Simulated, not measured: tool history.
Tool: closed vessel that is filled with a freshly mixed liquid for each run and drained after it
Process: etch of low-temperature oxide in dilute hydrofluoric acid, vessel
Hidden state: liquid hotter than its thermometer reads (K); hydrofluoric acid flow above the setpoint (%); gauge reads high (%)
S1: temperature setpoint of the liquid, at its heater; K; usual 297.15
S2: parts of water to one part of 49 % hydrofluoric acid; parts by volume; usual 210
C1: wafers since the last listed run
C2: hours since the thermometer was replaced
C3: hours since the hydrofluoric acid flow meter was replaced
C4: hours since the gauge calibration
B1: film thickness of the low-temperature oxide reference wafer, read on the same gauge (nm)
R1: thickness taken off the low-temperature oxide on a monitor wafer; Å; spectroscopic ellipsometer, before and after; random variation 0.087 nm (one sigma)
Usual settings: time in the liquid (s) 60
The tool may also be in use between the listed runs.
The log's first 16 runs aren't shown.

Run 17, day 11.000: usual settings but S1 295.15 K, time in the liquid (s) 45; C1 893; C2 1572.1; C3 1075.5; C4 492.9; B1 29.97. Result: R1 69.9 Å.
Run 18, day 11.679: usual settings but S1 301.15 K, S2 110 parts by volume, time in the liquid (s) 95; C1 1055; C2 1588.4; C3 1091.8; C4 509.2; B1 29.97. Result: R1 394.7 Å.
At day 11.971: gauge calibrated.
At day 12.154: hydrofluoric acid flow meter replaced.
Run 19, day 12.371: usual settings but S1 301.65 K, time in the liquid (s) 85; C1 1010; C2 1605.0; C3 5.2; C4 9.6; B1 30.03. Result: R1 182.5 Å.
Run 20, day 12.667: usual settings but time in the liquid (s) 50; C1 459; C2 1612.1; C3 12.3; C4 16.7; B1 30.01. Result: R1 91.5 Å.
Run 21, day 13.158: usual settings but S1 302.15 K; C1 764; C2 1623.9; C3 24.1; C4 28.5; B1 29.97. Result: R1 131.1 Å.
Run 22, day 13.871: usual settings; C1 1107; C2 1641.0; C3 41.2; C4 45.6; B1 29.95. Result: R1 111.2 Å.
At day 14.950: thermometer replaced.
Run 23, day 16.000: usual settings but time in the liquid (s) 85; C1 3245; C2 25.2; C3 92.3; C4 96.7; B1 30.02. Result: R1 157.0 Å.
Run 24, day 16.617: usual settings but S1 295.65 K, S2 110 parts by volume; C1 958; C2 40.0; C3 107.1; C4 111.5; B1 29.97. Result: R1 219.1 Å.
At day 17.038: hydrofluoric acid flow meter replaced, repeated, since the last time left the tool worse.
Run 25, day 17.233: usual settings but S1 301.15 K, time in the liquid (s) 70; C1 893; C2 54.8; C3 4.7; C4 126.3; B1 29.96. Result: R1 126.2 Å.
Run 26, day 17.617: usual settings; C1 595; C2 64.0; C3 13.9; C4 135.5; B1 30.05. Result: R1 92.4 Å.
Run 27, day 17.879: usual settings; C1 408; C2 70.3; C3 20.2; C4 141.8; B1 30.05. Result: R1 93.9 Å.
Run 28, day 18.271: usual settings; C1 608; C2 79.7; C3 29.6; C4 151.2; B1 30.05. Result: R1 93.1 Å.
Run 29, day 18.725: usual settings; C1 706; C2 90.6; C3 40.5; C4 162.1; B1 29.99. Result: R1 93.3 Å.
Run 30, day 19.396: usual settings; C1 1042; C2 106.7; C3 56.6; C4 178.2; B1 29.97. Result: R1 93.7 Å.
Run 31, day 19.879: usual settings but S2 310 parts by volume; C1 751; C2 118.3; C3 68.2; C4 189.8; B1 29.96. Result: R1 58.2 Å.
Run 32, day 20.592: usual settings but S1 293.15 K, time in the liquid (s) 90; C1 1107; C2 135.4; C3 85.3; C4 206.9; B1 30.06. Result: R1 120.0 Å.

4 ways to go on from here, each from the tool as it stands after run 32. What would each give?
Run A, day 20.621: usual settings but S1 293.65 K; C1 45; C2 136.1; C3 86.0; C4 207.6; B1 ?. Result: R1 ?.
Run B, day 20.621: usual settings but S2 115 parts by volume; C1 45; C2 136.1; C3 86.0; C4 207.6; B1 ?. Result: R1 ?.
Run C, day 20.621: usual settings but S2 135 parts by volume; C1 45; C2 136.1; C3 86.0; C4 207.6; B1 ?. Result: R1 ?.
Run D, day 20.621: usual settings but S1 298.65 K, S2 315 parts by volume, time in the liquid (s) 35; C1 45; C2 136.1; C3 86.0; C4 207.6; B1 ?. Result: R1 ?.

run     B1     R1
  A  29.96   82.3
  B  29.96  190.6
  C  29.96  158.6
  D  29.96   34.6
Without the tool's hidden state the same runs would have given:
run     R1
  A   81.4
  B  188.7
  C  157.0
  D   34.2

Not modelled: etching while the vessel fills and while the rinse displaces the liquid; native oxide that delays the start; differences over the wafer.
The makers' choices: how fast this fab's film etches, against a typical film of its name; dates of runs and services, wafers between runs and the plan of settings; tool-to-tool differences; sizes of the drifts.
